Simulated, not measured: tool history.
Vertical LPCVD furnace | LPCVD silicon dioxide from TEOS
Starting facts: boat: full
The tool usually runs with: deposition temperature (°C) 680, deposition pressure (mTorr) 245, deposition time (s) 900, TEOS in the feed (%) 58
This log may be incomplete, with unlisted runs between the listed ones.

run	hour	deposition temperature (°C)	deposition pressure (mTorr)	deposition time (s)	TEOS in the feed (%)	wafers since the last listed run	hours since the last temperature calibration	hours since the pressure gauge was zeroed	hours since the TEOS flow controller was replaced	hours since the gauge calibration	read-back reference wafer on the same gauge, thickness	film thickness on the monitor wafer in the middle of the boat (Å)
1	0	680	245	690	58	0	2807.8	1418.7	2314.4	61.6	61.26	445.9
2	13.1	680	245	900	58	154	2820.9	1431.8	2327.5	74.7	61.19	580
3	29	680	245	900	58	187	2836.8	1447.7	2343.4	90.6	61.21	578.5
4	42.4	680	245	900	58	158	2850.2	1461.1	2356.8	104	61.25	576.8
5	51.9	680	215	900	58	112	2859.7	1470.6	2366.3	113.5	61.16	541.7
6	68	680	215	900	58	190	2875.8	1486.7	2382.4	129.6	61.18	546.1
# hour 143.6: thermocouples replaced and temperature profile calibrated
# hour 156.8: TEOS flow controller replaced
7	157.3	680	245	900	58	616	13.7	1576	0.5	218.9	61.24	527.3
8	160.6	680	245	900	58	38	17	1579.3	3.8	222.2	61.17	530.6
9	164	675	245	900	58	37	20.4	1582.7	7.2	225.6	61.22	467.1
# hour 187.8: pressure gauge zeroed
10	188.3	675	245	900	58	5	44.7	0.5	31.5	249.9	61.24	468.4
11	191.7	675	245	900	58	40	48.1	3.9	34.9	253.3	61.16	469.4
12	199.6	683	245	1050	58	93	56	11.8	42.8	261.2	61.18	663.8
13	209.1	680	265	900	63	112	65.5	21.3	52.3	270.7	61.15	571.5
# hour 214.8: gauge calibrated
14	217.9	680	245	900	58	103	74.3	30.1	61.1	3.1	61.15	529.6
15	226.8	680	245	900	58	105	83.2	39	70	12	61.18	533.2
16	241.2	673	245	900	49	170	97.6	53.4	84.4	26.4	61.25	412.2
17	273.5	690	245	900	58	381	129.9	85.7	116.7	58.7	61.21	680.8
18	289.6	680	245	1080	68	190	146	101.8	132.8	74.8	61.15	694.3
19	305.9	680	300	780	58	192	162.3	118.1	149.1	91.1	61.18	516.4
20	323.7	680	245	1050	58	210	180.1	135.9	166.9	108.9	61.17	628
21	331.2	680	275	900	58	88	187.6	143.4	174.4	116.4	61.2	572.2
22	341.3	680	295	900	58	119	197.7	153.5	184.5	126.5	61.15	588.2

Predict each of these 4 candidate next runs independently; none follows another, all start after run 22:
A	344.8	680	245	900	58	41	201.2	157	188	130	?	?
B	344.8	684	195	1200	61	41	201.2	157	188	130	?	?
C	344.8	684	245	900	58	41	201.2	157	188	130	?	?
D	344.8	680	245	900	50	41	201.2	157	188	130	?	?

run	read-back reference wafer on the same gauge, thickness	film thickness on the monitor wafer in the middle of the boat (Å)
A	61.26	538.4
B	61.26	723.2
C	61.26	592.8
D	61.26	499.9
With the hidden condition removed and each run's random variation left untouched, the same runs would have given:
run	film thickness on the monitor wafer in the middle of the boat (Å)
A	524.2
B	704.3
C	577.3
D	486.7

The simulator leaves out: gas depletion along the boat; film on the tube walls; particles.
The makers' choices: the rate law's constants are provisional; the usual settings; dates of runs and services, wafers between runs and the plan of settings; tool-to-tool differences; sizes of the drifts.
